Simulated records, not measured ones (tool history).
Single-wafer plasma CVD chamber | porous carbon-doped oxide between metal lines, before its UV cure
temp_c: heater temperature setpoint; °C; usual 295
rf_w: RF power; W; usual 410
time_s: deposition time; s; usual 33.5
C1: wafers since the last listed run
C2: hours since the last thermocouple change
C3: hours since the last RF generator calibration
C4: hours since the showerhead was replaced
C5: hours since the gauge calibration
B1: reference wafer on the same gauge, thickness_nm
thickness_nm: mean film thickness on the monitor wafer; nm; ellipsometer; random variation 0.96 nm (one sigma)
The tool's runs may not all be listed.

{"run": 1, "day": 0.0, "temp_c": 295, "rf_w": 410, "time_s": 33.5, "C1": 0, "C2": 1164.1, "C3": 1566.9, "C4": 5642.6, "C5": 2653.8, "B1": 146.087, "thickness_nm": 155.502}
{"run": 2, "day": 3.479, "temp_c": 295, "rf_w": 410, "time_s": 33.5, "C1": 1971, "C2": 1247.6, "C3": 1650.4, "C4": 5726.1, "C5": 2737.3, "B1": 145.91, "thickness_nm": 153.025}
{"run": 3, "day": 6.0, "temp_c": 295, "rf_w": 410, "time_s": 33.5, "C1": 1428, "C2": 1308.1, "C3": 1710.9, "C4": 5786.6, "C5": 2797.8, "B1": 146.21, "thickness_nm": 154.679}
{"run": 4, "day": 8.021, "temp_c": 295, "rf_w": 410, "time_s": 33.5, "C1": 1145, "C2": 1356.6, "C3": 1759.4, "C4": 5835.1, "C5": 2846.3, "B1": 145.882, "thickness_nm": 151.86}
{"run": 5, "day": 12.017, "temp_c": 295, "rf_w": 410, "time_s": 33.5, "C1": 2264, "C2": 1452.5, "C3": 1855.3, "C4": 5931, "C5": 2942.2, "B1": 145.792, "thickness_nm": 154.524}
{"run": 6, "day": 14.596, "temp_c": 295, "rf_w": 410, "time_s": 33.5, "C1": 1461, "C2": 1514.4, "C3": 1917.2, "C4": 5992.9, "C5": 3004.1, "B1": 146.149, "thickness_nm": 154.301}
{"run": 7, "day": 17.467, "temp_c": 287, "rf_w": 410, "time_s": 33.5, "C1": 1627, "C2": 1583.3, "C3": 1986.1, "C4": 6061.8, "C5": 3073, "B1": 145.803, "thickness_nm": 160.713}
{"run": 8, "day": 19.062, "temp_c": 287, "rf_w": 410, "time_s": 33.5, "C1": 904, "C2": 1621.6, "C3": 2024.4, "C4": 6100.1, "C5": 3111.3, "B1": 146.376, "thickness_nm": 158.614}
{"run": 9, "day": 20.621, "temp_c": 287, "rf_w": 410, "time_s": 33.5, "C1": 883, "C2": 1659, "C3": 2061.8, "C4": 6137.5, "C5": 3148.7, "B1": 145.928, "thickness_nm": 161.141}
{"run": 10, "day": 22.967, "temp_c": 295, "rf_w": 410, "time_s": 33.5, "C1": 1329, "C2": 1715.3, "C3": 2118.1, "C4": 6193.8, "C5": 3205, "B1": 145.832, "thickness_nm": 151.95}
{"day": 24.721, "done": "showerhead replaced"}
{"run": 11, "day": 26.008, "temp_c": 295, "rf_w": 410, "time_s": 33.5, "C1": 1534, "C2": 1788.3, "C3": 2191.1, "C4": 30.9, "C5": 3278, "B1": 146.256, "thickness_nm": 153.027}
{"run": 12, "day": 29.996, "temp_c": 295, "rf_w": 410, "time_s": 33.5, "C1": 2259, "C2": 1884, "C3": 2286.8, "C4": 126.6, "C5": 3373.7, "B1": 146.053, "thickness_nm": 154.013}
{"run": 13, "day": 31.633, "temp_c": 295, "rf_w": 410, "time_s": 33.5, "C1": 928, "C2": 1923.3, "C3": 2326.1, "C4": 165.9, "C5": 3413, "B1": 145.822, "thickness_nm": 151.724}
{"run": 14, "day": 34.362, "temp_c": 295, "rf_w": 410, "time_s": 33.5, "C1": 1546, "C2": 1988.8, "C3": 2391.6, "C4": 231.4, "C5": 3478.5, "B1": 146.13, "thickness_nm": 152.52}
{"run": 15, "day": 38.829, "temp_c": 301, "rf_w": 330, "time_s": 33.5, "C1": 2531, "C2": 2096, "C3": 2498.8, "C4": 338.6, "C5": 3585.7, "B1": 146.174, "thickness_nm": 123.949}
{"day": 41.321, "done": "thermocouple changed; heater temperature recalibrated"}
{"run": 16, "day": 42.554, "temp_c": 306, "rf_w": 410, "time_s": 35.8, "C1": 1922, "C2": 29.6, "C3": 2588.2, "C4": 428, "C5": 3675.1, "B1": 146.239, "thickness_nm": 152.055}
{"day": 44.712, "done": "RF generator calibrated"}
{"run": 17, "day": 45.425, "temp_c": 283, "rf_w": 410, "time_s": 33.5, "C1": 1438, "C2": 98.5, "C3": 17.1, "C4": 496.9, "C5": 3744, "B1": 146.242, "thickness_nm": 171.602}
{"run": 18, "day": 47.371, "temp_c": 303, "rf_w": 485, "time_s": 28.3, "C1": 1102, "C2": 145.2, "C3": 63.8, "C4": 543.6, "C5": 3790.7, "B1": 145.936, "thickness_nm": 149.065}
{"run": 19, "day": 49.533, "temp_c": 305, "rf_w": 345, "time_s": 33.5, "C1": 1225, "C2": 197.1, "C3": 115.7, "C4": 595.5, "C5": 3842.6, "B1": 145.424, "thickness_nm": 135.183}
{"day": 52.062, "done": "gauge calibrated"}
{"run": 20, "day": 52.771, "temp_c": 306, "rf_w": 410, "time_s": 29.8, "C1": 1834, "C2": 274.8, "C3": 193.4, "C4": 673.2, "C5": 17, "B1": 146.059, "thickness_nm": 136.435}
{"run": 21, "day": 56.658, "temp_c": 284, "rf_w": 350, "time_s": 28, "C1": 2203, "C2": 368.1, "C3": 286.7, "C4": 766.5, "C5": 110.3, "B1": 145.784, "thickness_nm": 124.424}
{"run": 22, "day": 58.692, "temp_c": 282, "rf_w": 410, "time_s": 31.1, "C1": 1152, "C2": 416.9, "C3": 335.5, "C4": 815.3, "C5": 159.1, "B1": 146.016, "thickness_nm": 158.225}
{"run": 23, "day": 62.162, "temp_c": 295, "rf_w": 410, "time_s": 33.5, "C1": 1967, "C2": 500.2, "C3": 418.8, "C4": 898.6, "C5": 242.4, "B1": 145.978, "thickness_nm": 159.878}
{"run": 24, "day": 63.85, "temp_c": 295, "rf_w": 410, "time_s": 33.5, "C1": 956, "C2": 540.7, "C3": 459.3, "C4": 939.1, "C5": 282.9, "B1": 145.985, "thickness_nm": 160.026}
{"run": 25, "day": 65.908, "temp_c": 295, "rf_w": 465, "time_s": 28.8, "C1": 1166, "C2": 590.1, "C3": 508.7, "C4": 988.5, "C5": 332.3, "B1": 146.35, "thickness_nm": 152.323}
{"run": 26, "day": 75.542, "temp_c": 288, "rf_w": 465, "time_s": 27.1, "C1": 5459, "C2": 821.3, "C3": 739.9, "C4": 1219.7, "C5": 563.5, "B1": 145.906, "thickness_nm": 147.833}
{"run": 27, "day": 77.583, "temp_c": 295, "rf_w": 470, "time_s": 33.5, "C1": 1157, "C2": 870.3, "C3": 788.9, "C4": 1268.7, "C5": 612.5, "B1": 145.619, "thickness_nm": 173.083}
{"run": 28, "day": 81.104, "temp_c": 295, "rf_w": 410, "time_s": 33.5, "C1": 1995, "C2": 954.8, "C3": 873.4, "C4": 1353.2, "C5": 697, "B1": 146.058, "thickness_nm": 158.432}
{"run": 29, "day": 84.738, "temp_c": 295, "rf_w": 410, "time_s": 33.5, "C1": 2059, "C2": 1042, "C3": 960.6, "C4": 1440.4, "C5": 784.2, "B1": 146.117, "thickness_nm": 158.26}
{"run": 30, "day": 87.975, "temp_c": 283, "rf_w": 410, "time_s": 33.5, "C1": 1834, "C2": 1119.7, "C3": 1038.3, "C4": 1518.1, "C5": 861.9, "B1": 146.368, "thickness_nm": 168.487}
{"run": 31, "day": 90.212, "temp_c": 283, "rf_w": 330, "time_s": 39.5, "C1": 1268, "C2": 1173.4, "C3": 1092, "C4": 1571.8, "C5": 915.6, "B1": 145.779, "thickness_nm": 165.309}
{"run": 32, "day": 94.692, "temp_c": 291, "rf_w": 365, "time_s": 28.8, "C1": 2538, "C2": 1280.9, "C3": 1199.5, "C4": 1679.3, "C5": 1023.1, "B1": 145.935, "thickness_nm": 126.858}
{"run": 33, "day": 105.033, "temp_c": 304, "rf_w": 490, "time_s": 37, "C1": 5861, "C2": 1529.1, "C3": 1447.7, "C4": 1927.5, "C5": 1271.3, "B1": 146.217, "thickness_nm": 186.389}
{"run": 34, "day": 109.129, "temp_c": 295, "rf_w": 335, "time_s": 28.3, "C1": 2321, "C2": 1627.4, "C3": 1546, "C4": 2025.8, "C5": 1369.6, "B1": 145.664, "thickness_nm": 114.064}

The tool's hidden state at each run:
wafer temperature above the value expected at the setpoint (K): 0 in every run
gauge reads high (%): 0 in every run
H1: delivered RF power above the setpoint (%)
run=1 H1=-5.34
run=2 H1=-5.58
run=3 H1=-5.75
run=4 H1=-5.89
run=5 H1=-6.16
run=6 H1=-6.33
run=7 H1=-6.53
run=8 H1=-6.63
run=9 H1=-6.74
run=10 H1=-6.9
run=11 H1=-7.11
run=12 H1=-7.38
run=13 H1=-7.49
run=14 H1=-7.67
run=15 H1=-7.97
run=16 H1=-8.23
run=17 H1=-0.107
run=18 H1=-0.239
run=19 H1=-0.385
run=20 H1=-0.605
run=21 H1=-0.868
run=22 H1=-1.01
run=23 H1=-1.24
run=24 H1=-1.36
run=25 H1=-1.5
run=26 H1=-2.15
run=27 H1=-2.29
run=28 H1=-2.52
run=29 H1=-2.77
run=30 H1=-2.99
run=31 H1=-3.14
run=32 H1=-3.45
run=33 H1=-4.15
run=34 H1=-4.42

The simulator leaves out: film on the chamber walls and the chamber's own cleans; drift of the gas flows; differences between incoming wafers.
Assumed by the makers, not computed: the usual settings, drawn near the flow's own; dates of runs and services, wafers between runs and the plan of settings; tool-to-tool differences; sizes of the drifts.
